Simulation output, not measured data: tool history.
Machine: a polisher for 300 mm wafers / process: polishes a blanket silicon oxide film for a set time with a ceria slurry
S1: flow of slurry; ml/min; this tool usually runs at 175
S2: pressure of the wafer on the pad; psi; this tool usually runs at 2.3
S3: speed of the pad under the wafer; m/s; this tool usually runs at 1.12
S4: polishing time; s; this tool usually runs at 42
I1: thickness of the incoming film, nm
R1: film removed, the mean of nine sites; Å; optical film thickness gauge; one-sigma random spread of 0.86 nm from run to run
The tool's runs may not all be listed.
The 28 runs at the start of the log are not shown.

run 29 hour=1925.8 | S1=120 S2=1.5 S3=1.38 S4=57 | I1=1048.8 | R1=1267
run 30 hour=2028.1 | S1=230 S2=2.3 S3=1.30 S4=48 | I1=1046.7 | R1=1711
-- hour=2098.3 slurry nozzle cleaned
run 31 hour=2121.0 | S1=130 S2=2.3 S3=0.90 S4=42 | I1=1036.5 | R1=1008
-- hour=2151.6 head pressure recalibrated
run 32 hour=2169.3 | S1=175 S2=2.3 S3=1.12 S4=42 | I1=1040.8 | R1=1270
-- hour=2200.1 worn pad replaced by a new one
run 33 hour=2256.3 | S1=175 S2=2.3 S3=1.12 S4=42 | I1=1027.4 | R1=1257
run 34 hour=2301.4 | S1=175 S2=2.3 S3=1.12 S4=42 | I1=1025.1 | R1=1260
run 35 hour=2408.6 | S1=175 S2=2.3 S3=1.12 S4=42 | I1=1046.6 | R1=1266
run 36 hour=2487.7 | S1=175 S2=2.3 S3=1.12 S4=42 | I1=1047.8 | R1=1252
-- hour=2551.4 slurry nozzle cleaned
run 37 hour=2551.9 | S1=225 S2=2.3 S3=1.12 S4=42 | I1=1043.0 | R1=1314

Consider 3 possible next runs. They are alternatives, not a sequence: every one starts from the tool as it was left by run 37. What does each give?
run A hour=2552.3 | S1=175 S2=2.3 S3=1.12 S4=42 | I1=1052.7 | R1=?
run B hour=2552.3 | S1=175 S2=3.1 S3=1.12 S4=52 | I1=1052.7 | R1=?
run C hour=2552.3 | S1=195 S2=2.3 S3=1.12 S4=35 | I1=1052.7 | R1=?

run=A R1=1284
run=B R1=2143
run=C R1=1084
The same runs, with their run-to-run variation unchanged, on a tool lacking any hidden condition would have given:
run=A R1=1288
run=B R1=2149
run=C R1=1087
